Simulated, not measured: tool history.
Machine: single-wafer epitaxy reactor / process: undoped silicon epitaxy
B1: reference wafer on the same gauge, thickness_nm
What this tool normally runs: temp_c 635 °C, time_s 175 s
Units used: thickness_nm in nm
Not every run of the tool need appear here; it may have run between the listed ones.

{"run": 1, "day": 0.0, "temp_c": 635, "time_s": 197, "B1": 22.739, "thickness_nm": 23.753}
{"run": 2, "day": 0.525, "temp_c": 635, "time_s": 197, "B1": 22.769, "thickness_nm": 23.603}
{"run": 3, "day": 1.075, "temp_c": 635, "time_s": 175, "B1": 22.795, "thickness_nm": 20.738}
{"run": 4, "day": 1.767, "temp_c": 635, "time_s": 175, "B1": 22.783, "thickness_nm": 20.707}
{"run": 5, "day": 2.108, "temp_c": 635, "time_s": 175, "B1": 22.851, "thickness_nm": 20.718}
{"run": 6, "day": 2.388, "temp_c": 635, "time_s": 175, "B1": 22.81, "thickness_nm": 20.861}
{"run": 7, "day": 2.996, "temp_c": 635, "time_s": 175, "B1": 22.81, "thickness_nm": 20.85}
{"run": 8, "day": 3.717, "temp_c": 635, "time_s": 175, "B1": 22.845, "thickness_nm": 20.813}
{"run": 9, "day": 4.683, "temp_c": 635, "time_s": 175, "B1": 22.794, "thickness_nm": 20.492}
{"run": 10, "day": 5.404, "temp_c": 635, "time_s": 185, "B1": 22.784, "thickness_nm": 21.807}
{"run": 11, "day": 5.783, "temp_c": 635, "time_s": 185, "B1": 22.833, "thickness_nm": 21.744}
{"run": 12, "day": 6.117, "temp_c": 635, "time_s": 175, "B1": 22.846, "thickness_nm": 20.38}
{"day": 6.938, "done": "pyrometer calibrated"}
{"run": 13, "day": 6.958, "temp_c": 635, "time_s": 175, "B1": 22.828, "thickness_nm": 23.289}
{"run": 14, "day": 8.871, "temp_c": 628, "time_s": 175, "B1": 22.77, "thickness_nm": 20.293}
{"run": 15, "day": 9.467, "temp_c": 628, "time_s": 175, "B1": 22.825, "thickness_nm": 20.486}
{"day": 9.575, "done": "gauge calibrated"}
{"run": 16, "day": 9.729, "temp_c": 628, "time_s": 175, "B1": 22.863, "thickness_nm": 20.326}
{"run": 17, "day": 10.596, "temp_c": 635, "time_s": 193, "B1": 22.756, "thickness_nm": 25.719}
{"run": 18, "day": 10.879, "temp_c": 635, "time_s": 175, "B1": 22.804, "thickness_nm": 23.332}
{"run": 19, "day": 11.604, "temp_c": 649, "time_s": 194, "B1": 22.837, "thickness_nm": 33.842}
{"run": 20, "day": 12.288, "temp_c": 639, "time_s": 149, "B1": 22.8, "thickness_nm": 21.601}
{"run": 21, "day": 12.717, "temp_c": 635, "time_s": 175, "B1": 22.814, "thickness_nm": 22.976}
{"run": 22, "day": 13.092, "temp_c": 630, "time_s": 200, "B1": 22.796, "thickness_nm": 24.125}
{"run": 23, "day": 13.729, "temp_c": 630, "time_s": 156, "B1": 22.813, "thickness_nm": 18.684}
{"run": 24, "day": 14.283, "temp_c": 635, "time_s": 175, "B1": 22.742, "thickness_nm": 23.237}
{"run": 25, "day": 14.904, "temp_c": 629, "time_s": 185, "B1": 22.83, "thickness_nm": 21.773}
{"run": 26, "day": 15.429, "temp_c": 648, "time_s": 198, "B1": 22.777, "thickness_nm": 33.963}
{"run": 27, "day": 16.171, "temp_c": 623, "time_s": 203, "B1": 22.724, "thickness_nm": 21.198}
{"run": 28, "day": 16.771, "temp_c": 643, "time_s": 209, "B1": 22.821, "thickness_nm": 32.305}
{"run": 29, "day": 17.158, "temp_c": 649, "time_s": 175, "B1": 22.78, "thickness_nm": 30.869}
{"run": 30, "day": 17.567, "temp_c": 623, "time_s": 186, "B1": 22.79, "thickness_nm": 19.433}
{"run": 31, "day": 17.95, "temp_c": 635, "time_s": 175, "B1": 22.796, "thickness_nm": 23.495}
{"run": 32, "day": 18.262, "temp_c": 641, "time_s": 175, "B1": 22.747, "thickness_nm": 26.112}
{"run": 33, "day": 19.012, "temp_c": 635, "time_s": 175, "B1": 22.852, "thickness_nm": 23.273}
{"run": 34, "day": 19.296, "temp_c": 635, "time_s": 175, "B1": 22.818, "thickness_nm": 22.977}

What the log doesn't show, run by run:
gauge reads high (%): 0 in every run
H1: wafer temperature above the value expected at the setpoint (K)
run=1 H1=-5.45
run=2 H1=-5.54
run=3 H1=-5.62
run=4 H1=-5.73
run=5 H1=-5.78
run=6 H1=-5.82
run=7 H1=-5.92
run=8 H1=-6.04
run=9 H1=-6.19
run=10 H1=-6.31
run=11 H1=-6.37
run=12 H1=-6.42
run=13 H1=-0.199
run=14 H1=-0.202
run=15 H1=-0.205
run=16 H1=-0.206
run=17 H1=-0.212
run=18 H1=-0.214
run=19 H1=-0.22
run=20 H1=-0.226
run=21 H1=-0.231
run=22 H1=-0.235
run=23 H1=-0.243
run=24 H1=-0.251
run=25 H1=-0.26
run=26 H1=-0.268
run=27 H1=-0.281
run=28 H1=-0.292
run=29 H1=-0.299
run=30 H1=-0.307
run=31 H1=-0.315
run=32 H1=-0.322
run=33 H1=-0.339
run=34 H1=-0.346
